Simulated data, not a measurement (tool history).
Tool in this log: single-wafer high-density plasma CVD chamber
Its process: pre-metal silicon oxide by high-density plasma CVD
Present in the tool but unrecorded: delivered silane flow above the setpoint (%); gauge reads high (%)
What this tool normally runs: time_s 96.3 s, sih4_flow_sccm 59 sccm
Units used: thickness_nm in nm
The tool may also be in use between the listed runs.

run     day  time_s  sih4_flow_sccm  wafers since the last listed run  hours since the silane flow controller was replaced  hours since the gauge calibration  read-back reference wafer on the same gauge, thickness_nm  thickness_nm
  1       0    96.3              59                                 0                                               1712.3                              202.6                                                    565.358       487.086
  2   3.954   109.9              59                              1822                                               1807.2                              297.5                                                    565.602       551.964
  3   6.133   109.9              59                              1004                                               1859.5                              349.8                                                    565.733       550.801
  4   9.512   109.9              59                              1557                                               1940.6                              430.9                                                    565.884       555.732
  5  11.458    96.3              59                               896                                               1987.3                              477.6                                                    566.443       484.482
  6  15.096    96.3              59                              1676                                               2074.6                              564.9                                                    565.634       486.779
  7  16.612    96.3              59                               698                                                 2111                              601.3                                                    566.582       482.934
  8  19.783   105.1              59                              1461                                               2187.1                              677.4                                                    565.808       528.042
  9    22.2   105.1              59                              1113                                               2245.1                              735.4                                                    565.883       532.466
     22.546  -- gauge calibrated
     23.167  -- silane flow controller replaced
 10    26.1   114.8              52                              1643                                                 70.4                               85.3                                                    566.362        534.79
 11  29.204    85.2              47                              1430                                                144.9                              159.8                                                     565.98       355.478
 12  33.762    78.1              50                              2100                                                254.3                              269.2                                                    566.093       350.235
 13  37.017    79.3              63                              1499                                                332.4                              347.3                                                    566.573       444.018
 14  40.933    79.3              63                              1805                                                426.4                              441.3                                                    566.194       437.809
 15  44.375    96.3              63                              1586                                                  509                              523.9                                                    566.022       530.203
 16  48.442    87.4              54                              1874                                                606.6                              621.5                                                    565.903       412.026
 17  51.921    79.3              63                              1603                                                690.1                                705                                                    565.571       433.248
 18  54.188   112.9              50                              1044                                                744.5                              759.4                                                    566.031       492.908
     55.512  -- gauge calibrated
 19  56.396    96.3              59                              1017                                                797.5                               21.2                                                    566.394       492.664

The same runs without the tool's hidden state, with the same run-to-run variation:
run  thickness_nm
  1       515.237
  2       584.307
  3       583.295
  4       588.829
  5        513.48
  6        516.16
  7       512.177
  8       560.214
  9       565.045
 10       538.064
 11       359.706
 12       357.045
 13       454.776
 14       450.673
 15       547.923
 16       427.544
 17       450.959
 18       514.001
 19       514.602
